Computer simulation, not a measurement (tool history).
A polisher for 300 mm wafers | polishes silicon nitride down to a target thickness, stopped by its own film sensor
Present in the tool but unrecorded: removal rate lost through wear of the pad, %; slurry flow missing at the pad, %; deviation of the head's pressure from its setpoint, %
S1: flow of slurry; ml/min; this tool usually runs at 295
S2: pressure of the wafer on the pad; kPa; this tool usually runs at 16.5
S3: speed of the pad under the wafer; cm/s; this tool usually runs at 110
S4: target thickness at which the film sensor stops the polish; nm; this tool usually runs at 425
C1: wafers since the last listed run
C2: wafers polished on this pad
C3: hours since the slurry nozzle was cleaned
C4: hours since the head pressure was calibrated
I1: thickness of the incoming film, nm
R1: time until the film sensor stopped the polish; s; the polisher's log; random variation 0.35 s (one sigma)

run,day,S1,S2,S3,S4,C1,C2,C3,C4,I1,R1
1,0.000,295,15.2,110,425,0,381,832.5,1198.4,520.2,85.1
2,0.592,295,15.2,110,425,121,503,846.7,1212.6,520.4,86.7
3,1.071,295,16.5,110,425,98,602,858.2,1224.1,523.2,81.7
4,1.612,295,16.5,110,425,111,714,871.2,1237.1,517.8,77.0
5,2.312,295,16.5,110,425,144,858,888.0,1253.9,518.0,77.8
6,2.583,295,16.5,110,425,55,914,894.5,1260.4,524.5,84.1
# day 2.838: worn pad replaced by a new one
7,2.904,295,16.5,110,425,31,13,902.2,1268.1,518.6,74.8
8,3.525,295,16.5,110,425,128,141,917.1,1283.0,513.2,72.0
9,3.804,295,16.5,110,425,57,198,923.8,1289.7,522.3,79.6
10,4.188,295,16.5,110,425,79,277,933.0,1298.9,511.6,71.7
# day 4.275: slurry nozzle cleaned
11,4.483,295,16.5,110,425,52,330,5.0,1306.0,522.3,81.1
# day 5.150: head pressure recalibrated
12,5.188,355,16.5,110,425,128,458,21.9,0.9,515.5,65.0
13,5.488,295,16.5,110,415,61,520,29.1,8.1,530.5,84.8
14,6.092,365,12.4,98,414,124,644,43.6,22.6,515.3,106.6
15,6.354,295,16.5,110,425,54,698,49.9,28.9,529.0,76.4
# day 6.888: worn pad replaced by a new one
16,6.996,295,16.5,110,425,97,22,65.3,44.3,517.1,66.1
17,7.279,215,16.5,110,447,58,80,72.1,51.1,525.8,58.0
18,7.712,265,16.5,88,425,89,169,82.5,61.5,517.1,79.5
19,8.100,295,16.5,128,407,79,249,91.8,70.8,515.3,69.7
20,8.804,395,11.0,110,434,145,395,108.7,87.7,520.9,93.2
21,9.462,295,16.5,110,425,135,530,124.5,103.5,511.9,63.8
22,9.821,340,16.5,110,405,73,604,133.1,112.1,531.4,90.8
23,10.425,295,14.5,110,425,124,729,147.6,126.6,522.2,81.6
24,10.825,390,16.5,110,425,82,811,157.2,136.2,518.8,68.0

A few steps of R1 between consecutive runs. Split each: what settings, incoming material and random variation would produce without the hidden state, and what is left over for the hidden state, along with gauge scatter present in only one of the two compared results (measured, and without hidden state):
Run 6 -> 7: worn pad replaced by a new one. R1 -9.3 s: hidden state -3.8, all else -5.5.
Run 11 -> 12: S1 295 -> 355, head pressure recalibrated. R1 -16.1 s: hidden state -10.3, all else -5.8.
Run 14 -> 15: S1 365 -> 295, S2 12.4 -> 16.5, S3 98 -> 110, S4 414 -> 425. R1 -30.2 s: hidden state -0.7, all else -29.5.
Run 20 -> 21: S1 395 -> 295, S2 11.0 -> 16.5, S4 434 -> 425. R1 -29.4 s: hidden state -0.2, all else -29.2.

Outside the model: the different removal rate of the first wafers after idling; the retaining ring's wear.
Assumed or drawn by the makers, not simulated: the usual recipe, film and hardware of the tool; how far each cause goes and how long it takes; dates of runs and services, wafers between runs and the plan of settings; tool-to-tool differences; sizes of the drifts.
